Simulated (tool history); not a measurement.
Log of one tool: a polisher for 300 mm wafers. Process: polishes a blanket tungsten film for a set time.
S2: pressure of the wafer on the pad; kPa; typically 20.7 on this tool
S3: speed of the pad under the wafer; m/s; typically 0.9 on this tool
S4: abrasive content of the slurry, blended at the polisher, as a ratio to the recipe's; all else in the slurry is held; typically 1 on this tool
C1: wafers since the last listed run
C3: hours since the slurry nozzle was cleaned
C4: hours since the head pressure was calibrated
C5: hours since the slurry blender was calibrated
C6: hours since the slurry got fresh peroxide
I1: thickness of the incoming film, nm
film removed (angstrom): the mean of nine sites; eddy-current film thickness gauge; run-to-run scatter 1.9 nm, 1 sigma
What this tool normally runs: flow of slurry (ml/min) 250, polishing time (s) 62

run 1 hour=0 | flow_of_slurry_(ml/min)=250 S2=22.8 S3=0.9 S4=1 polishing_time_(s)=62 | C1=0 wafers_polished_on_this_pad=186 C3=432.4 C4=173.1 C5=168.2 C6=158.3 | I1=714 | film_removed_(angstrom)=2246
-- hour=13.4 slurry nozzle cleaned
run 2 hour=32 | flow_of_slurry_(ml/min)=250 S2=22.8 S3=0.9 S4=1 polishing_time_(s)=62 | C1=394 wafers_polished_on_this_pad=581 C3=18.6 C4=205.1 C5=200.2 C6=190.3 | I1=722 | film_removed_(angstrom)=2153
run 3 hour=89.3 | flow_of_slurry_(ml/min)=250 S2=22.8 S3=0.9 S4=1 polishing_time_(s)=62 | C1=729 wafers_polished_on_this_pad=1311 C3=75.9 C4=262.4 C5=257.5 C6=247.6 | I1=731.3 | film_removed_(angstrom)=2144
-- hour=141.4 slurry tank refilled with fresh slurry and peroxide
run 4 hour=147 | flow_of_slurry_(ml/min)=250 S2=20.7 S3=0.9 S4=1 polishing_time_(s)=62 | C1=722 wafers_polished_on_this_pad=2033 C3=133.6 C4=320.1 C5=315.2 C6=5.6 | I1=714.2 | film_removed_(angstrom)=1956
run 5 hour=211.6 | flow_of_slurry_(ml/min)=250 S2=20.7 S3=0.9 S4=1 polishing_time_(s)=62 | C1=822 wafers_polished_on_this_pad=2856 C3=198.2 C4=384.7 C5=379.8 C6=70.2 | I1=705.7 | film_removed_(angstrom)=1936
-- hour=220.8 slurry blender recalibrated
run 6 hour=280.5 | flow_of_slurry_(ml/min)=250 S2=20.7 S3=0.9 S4=1 polishing_time_(s)=62 | C1=852 wafers_polished_on_this_pad=3709 C3=267.1 C4=453.6 C5=59.7 C6=139.1 | I1=716.6 | film_removed_(angstrom)=1927
-- hour=289.9 worn pad replaced by a new one
run 7 hour=321.9 | flow_of_slurry_(ml/min)=250 S2=20.7 S3=0.9 S4=1 polishing_time_(s)=62 | C1=476 wafers_polished_on_this_pad=408 C3=308.5 C4=495 C5=101.1 C6=180.5 | I1=715.7 | film_removed_(angstrom)=2044
-- hour=346 head pressure recalibrated
run 8 hour=378.8 | flow_of_slurry_(ml/min)=250 S2=20.7 S3=0.9 S4=1 polishing_time_(s)=62 | C1=699 wafers_polished_on_this_pad=1107 C3=365.4 C4=32.8 C5=158 C6=237.4 | I1=715.3 | film_removed_(angstrom)=2016
run 9 hour=441.2 | flow_of_slurry_(ml/min)=250 S2=26.2 S3=0.9 S4=1 polishing_time_(s)=62 | C1=794 wafers_polished_on_this_pad=1902 C3=427.8 C4=95.2 C5=220.4 C6=299.8 | I1=730.1 | film_removed_(angstrom)=2395
-- hour=444.6 slurry tank refilled with fresh slurry and peroxide
run 10 hour=496.9 | flow_of_slurry_(ml/min)=175 S2=20.7 S3=0.9 S4=1 polishing_time_(s)=79 | C1=696 wafers_polished_on_this_pad=2599 C3=483.5 C4=150.9 C5=276.1 C6=52.3 | I1=715.1 | film_removed_(angstrom)=2447
-- hour=501.2 slurry nozzle cleaned
run 11 hour=526.1 | flow_of_slurry_(ml/min)=250 S2=17.9 S3=0.9 S4=1 polishing_time_(s)=62 | C1=359 wafers_polished_on_this_pad=2958 C3=24.9 C4=180.1 C5=305.3 C6=81.5 | I1=719.1 | film_removed_(angstrom)=1714
run 12 hour=567.8 | flow_of_slurry_(ml/min)=250 S2=20.7 S3=0.9 S4=1 polishing_time_(s)=62 | C1=531 wafers_polished_on_this_pad=3489 C3=66.6 C4=221.8 C5=347 C6=123.2 | I1=710.7 | film_removed_(angstrom)=1917
-- hour=623 slurry blender recalibrated
-- hour=624 worn pad replaced by a new one
run 13 hour=624.5 | flow_of_slurry_(ml/min)=250 S2=22.8 S3=0.82 S4=1.1 polishing_time_(s)=83 | C1=683 wafers_polished_on_this_pad=6 C3=123.3 C4=278.5 C5=1.5 C6=179.9 | I1=712.6 | film_removed_(angstrom)=2909
run 14 hour=651.5 | flow_of_slurry_(ml/min)=250 S2=26.2 S3=0.9 S4=0.85 polishing_time_(s)=79 | C1=343 wafers_polished_on_this_pad=350 C3=150.3 C4=305.5 C5=28.5 C6=206.9 | I1=719.6 | film_removed_(angstrom)=2989
run 15 hour=701.5 | flow_of_slurry_(ml/min)=280 S2=22.8 S3=0.9 S4=1 polishing_time_(s)=72 | C1=636 wafers_polished_on_this_pad=987 C3=200.3 C4=355.5 C5=78.5 C6=256.9 | I1=710.1 | film_removed_(angstrom)=2530
run 16 hour=762.6 | flow_of_slurry_(ml/min)=250 S2=25.5 S3=0.9 S4=0.8 polishing_time_(s)=62 | C1=778 wafers_polished_on_this_pad=1765 C3=261.4 C4=416.6 C5=139.6 C6=318 | I1=718.8 | film_removed_(angstrom)=2145
-- hour=785.8 slurry tank refilled with fresh slurry and peroxide
run 17 hour=796.2 | flow_of_slurry_(ml/min)=295 S2=14.5 S3=0.9 S4=1.15 polishing_time_(s)=44 | C1=415 wafers_polished_on_this_pad=2180 C3=295 C4=450.2 C5=173.2 C6=10.4 | I1=727.8 | film_removed_(angstrom)=1104
-- hour=845 head pressure recalibrated
run 18 hour=845.7 | flow_of_slurry_(ml/min)=250 S2=20.7 S3=0.9 S4=1 polishing_time_(s)=62 | C1=605 wafers_polished_on_this_pad=2785 C3=344.5 C4=0.7 C5=222.7 C6=59.9 | I1=717.9 | film_removed_(angstrom)=1915
run 19 hour=893.9 | flow_of_slurry_(ml/min)=250 S2=20.7 S3=1.08 S4=1.1 polishing_time_(s)=62 | C1=614 wafers_polished_on_this_pad=3400 C3=392.7 C4=48.9 C5=270.9 C6=108.1 | I1=722.5 | film_removed_(angstrom)=2279
-- hour=927.8 slurry blender recalibrated
run 20 hour=940.6 | flow_of_slurry_(ml/min)=250 S2=20.7 S3=0.9 S4=1 polishing_time_(s)=49 | C1=569 wafers_polished_on_this_pad=3969 C3=439.4 C4=95.6 C5=12.8 C6=154.8 | I1=715.6 | film_removed_(angstrom)=1522
-- hour=961.7 slurry nozzle cleaned
run 21 hour=1003.3 | flow_of_slurry_(ml/min)=250 S2=20.7 S3=0.9 S4=1 polishing_time_(s)=62 | C1=786 wafers_polished_on_this_pad=4755 C3=41.6 C4=158.3 C5=75.5 C6=217.5 | I1=724.6 | film_removed_(angstrom)=1928
-- hour=1019.2 worn pad replaced by a new one
run 22 hour=1044.4 | flow_of_slurry_(ml/min)=305 S2=13.8 S3=1.06 S4=1.1 polishing_time_(s)=62 | C1=472 wafers_polished_on_this_pad=320 C3=82.7 C4=199.4 C5=116.6 C6=258.6 | I1=725.9 | film_removed_(angstrom)=1771
run 23 hour=1100.6 | flow_of_slurry_(ml/min)=250 S2=17.2 S3=0.9 S4=1.25 polishing_time_(s)=62 | C1=715 wafers_polished_on_this_pad=1036 C3=138.9 C4=255.6 C5=172.8 C6=314.8 | I1=728.4 | film_removed_(angstrom)=1891
-- hour=1185.4 slurry tank refilled with fresh slurry and peroxide
-- hour=1244.1 slurry blender recalibrated
run 24 hour=1244.6 | flow_of_slurry_(ml/min)=250 S2=20.7 S3=1.18 S4=1 polishing_time_(s)=43 | C1=1796 wafers_polished_on_this_pad=2832 C3=282.9 C4=399.6 C5=0.5 C6=59.2 | I1=708.8 | film_removed_(angstrom)=1645
run 25 hour=1294.3 | flow_of_slurry_(ml/min)=250 S2=20.7 S3=0.9 S4=0.75 polishing_time_(s)=62 | C1=633 wafers_polished_on_this_pad=3465 C3=332.6 C4=449.3 C5=50.2 C6=108.9 | I1=711.4 | film_removed_(angstrom)=1739
run 26 hour=1349.5 | flow_of_slurry_(ml/min)=250 S2=17.2 S3=0.9 S4=1.25 polishing_time_(s)=62 | C1=703 wafers_polished_on_this_pad=4169 C3=387.8 C4=504.5 C5=105.4 C6=164.1 | I1=713.7 | film_removed_(angstrom)=1820

What if the next run were any one of these 4? Each begins from the tool's condition after run 26:
run A hour=1349.9 | flow_of_slurry_(ml/min)=250 S2=20.7 S3=0.9 S4=1 polishing_time_(s)=62 | C1=5 wafers_polished_on_this_pad=4174 C3=388.2 C4=504.9 C5=105.8 C6=164.5 | I1=717.9 | film_removed_(angstrom)=?
run B hour=1349.9 | flow_of_slurry_(ml/min)=250 S2=20.7 S3=1.08 S4=1 polishing_time_(s)=81 | C1=5 wafers_polished_on_this_pad=4174 C3=388.2 C4=504.9 C5=105.8 C6=164.5 | I1=717.9 | film_removed_(angstrom)=?
run C hour=1349.9 | flow_of_slurry_(ml/min)=250 S2=16.5 S3=1.1 S4=0.85 polishing_time_(s)=71 | C1=5 wafers_polished_on_this_pad=4174 C3=388.2 C4=504.9 C5=105.8 C6=164.5 | I1=717.9 | film_removed_(angstrom)=?
run D hour=1349.9 | flow_of_slurry_(ml/min)=250 S2=13.8 S3=0.9 S4=1 polishing_time_(s)=62 | C1=5 wafers_polished_on_this_pad=4174 C3=388.2 C4=504.9 C5=105.8 C6=164.5 | I1=717.9 | film_removed_(angstrom)=?

run=A film_removed_(angstrom)=1946
run=B film_removed_(angstrom)=2897
run=C film_removed_(angstrom)=2026
run=D film_removed_(angstrom)=1416
The same runs, with their run-to-run variation unchanged, on a tool lacking any hidden condition would have given:
run=A film_removed_(angstrom)=2115
run=B film_removed_(angstrom)=3148
run=C film_removed_(angstrom)=2202
run=D film_removed_(angstrom)=1539
